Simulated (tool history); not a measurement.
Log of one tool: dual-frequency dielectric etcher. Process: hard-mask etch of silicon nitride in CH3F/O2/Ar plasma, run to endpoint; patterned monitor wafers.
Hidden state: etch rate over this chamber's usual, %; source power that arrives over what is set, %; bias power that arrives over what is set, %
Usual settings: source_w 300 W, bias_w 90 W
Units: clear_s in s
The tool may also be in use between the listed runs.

run	day	source_w	bias_w	wafers since the last listed run	hours since the last wet clean	hours since the last source power generator calibration	hours since the last bias power generator calibration	hours since the last upper electrode change	incoming incoming film thickness, nm	clear_s
1	0.000	300	83	0	370.9	4801.4	3338.2	2987.5	34.22	55.7
2	0.529	300	83	95	383.6	4814.1	3350.9	3000.2	34.36	56.4
3	1.042	300	83	92	395.9	4826.4	3363.2	3012.5	34.73	56.4
4	1.342	300	90	54	403.1	4833.6	3370.4	3019.7	34.33	55.5
# day 2.617: bias power generator calibrated
# day 2.846: wet clean of the chamber
# day 3.308: upper electrode replaced, of another model than before
5	3.329	300	90	204	11.6	4881.3	17.1	0.5	34.01	58.0
6	3.346	340	90	3	12.0	4881.7	17.5	0.9	34.20	54.7
7	3.358	340	90	2	12.3	4882.0	17.8	1.2	34.59	55.2
8	3.617	300	90	46	18.5	4888.2	24.0	7.4	34.88	59.3
9	4.054	300	90	79	29.0	4898.7	34.5	17.9	34.51	58.5
# day 4.571: source power generator calibrated
10	4.592	300	79	67	41.9	0.5	47.4	30.8	34.54	60.1
11	4.988	340	99	71	51.4	10.0	56.9	40.3	33.94	52.2
12	5.471	340	108	87	63.0	21.6	68.5	51.9	34.44	50.8
13	6.138	220	68	120	79.0	37.6	84.5	67.9	34.58	76.8
14	6.858	330	71	130	96.3	54.9	101.8	85.2	34.10	58.5
15	7.317	300	90	82	107.3	65.9	112.8	96.2	34.24	57.8
16	7.938	370	103	112	122.2	80.8	127.7	111.1	33.87	48.7

Run 17 comes next. What will it give?
17	8.625	300	108	124	138.7	97.3	144.2	127.6	34.26	?

Run 17 gave clear_s 53.8 s.
Without the tool's hidden state the same run would have given clear_s 54.5 s.
